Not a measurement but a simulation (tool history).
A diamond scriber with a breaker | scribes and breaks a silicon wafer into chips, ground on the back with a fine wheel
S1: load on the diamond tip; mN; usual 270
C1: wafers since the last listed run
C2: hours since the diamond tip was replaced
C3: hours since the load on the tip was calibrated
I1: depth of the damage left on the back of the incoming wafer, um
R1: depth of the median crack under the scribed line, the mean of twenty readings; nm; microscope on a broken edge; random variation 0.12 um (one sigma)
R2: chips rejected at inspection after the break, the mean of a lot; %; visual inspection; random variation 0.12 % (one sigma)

run 1 hour=0.0 | S1=305 | C1=0 C2=616.5 C3=507.8 | I1=2.05 | R1=10170 R2=4.58
run 2 hour=22.7 | S1=235 | C1=57 C2=639.2 C3=530.5 | I1=2.84 | R1=7920 R2=9.61
run 3 hour=44.8 | S1=270 | C1=55 C2=661.3 C3=552.6 | I1=1.90 | R1=9320 R2=1.26
run 4 hour=63.9 | S1=270 | C1=48 C2=680.4 C3=571.7 | I1=1.82 | R1=9120 R2=1.21
run 5 hour=90.7 | S1=232 | C1=67 C2=707.2 C3=598.5 | I1=1.68 | R1=7960 R2=7.31
run 6 hour=118.3 | S1=232 | C1=69 C2=734.8 C3=626.1 | I1=2.45 | R1=7760 R2=10.13
run 7 hour=198.9 | S1=232 | C1=203 C2=815.4 C3=706.7 | I1=2.44 | R1=7880 R2=8.30
run 8 hour=227.7 | S1=223 | C1=72 C2=844.2 C3=735.5 | I1=2.41 | R1=7480 R2=11.31
-- hour=242.3 diamond tip replaced by a new one
run 9 hour=259.1 | S1=223 | C1=74 C2=16.8 C3=766.9 | I1=2.10 | R1=7390 R2=12.04
run 10 hour=288.2 | S1=223 | C1=73 C2=45.9 C3=796.0 | I1=1.95 | R1=7730 R2=10.69
run 11 hour=317.7 | S1=207 | C1=74 C2=75.4 C3=825.5 | I1=2.55 | R1=7120 R2=20.67
run 12 hour=337.4 | S1=312 | C1=49 C2=95.1 C3=845.2 | I1=2.62 | R1=10390 R2=7.09
run 13 hour=350.0 | S1=290 | C1=31 C2=107.7 C3=857.8 | I1=2.83 | R1=9700 R2=3.82
run 14 hour=385.5 | S1=293 | C1=89 C2=143.2 C3=893.3 | I1=1.62 | R1=9690 R2=3.00
run 15 hour=420.9 | S1=231 | C1=89 C2=178.6 C3=928.7 | I1=2.98 | R1=7650 R2=10.53
run 16 hour=449.2 | S1=224 | C1=71 C2=206.9 C3=957.0 | I1=2.75 | R1=7490 R2=13.06
-- hour=485.9 load on the tip recalibrated
run 17 hour=527.5 | S1=338 | C1=192 C2=285.2 C3=41.6 | I1=2.68 | R1=11070 R2=12.14
run 18 hour=545.0 | S1=270 | C1=44 C2=302.7 C3=59.1 | I1=2.78 | R1=9010 R2=2.79
run 19 hour=557.9 | S1=270 | C1=32 C2=315.6 C3=72.0 | I1=2.81 | R1=9000 R2=2.63
run 20 hour=592.0 | S1=239 | C1=86 C2=349.7 C3=106.1 | I1=1.90 | R1=8140 R2=5.84
run 21 hour=618.4 | S1=228 | C1=66 C2=376.1 C3=132.5 | I1=1.71 | R1=7800 R2=9.05
run 22 hour=645.1 | S1=341 | C1=67 C2=402.8 C3=159.2 | I1=1.57 | R1=10880 R2=12.43
run 23 hour=737.8 | S1=328 | C1=234 C2=495.5 C3=251.9 | I1=2.60 | R1=10820 R2=10.84

How the hidden state differs across the entries between the runs, from the last listed run before each to the first after it:
Between runs 8 and 9: diamond tip replaced by a new one (hour 242.3)
  no hidden state differs between the two runs
Between runs 16 and 17: load on the tip recalibrated (hour 485.9)
  no hidden state differs between the two runs
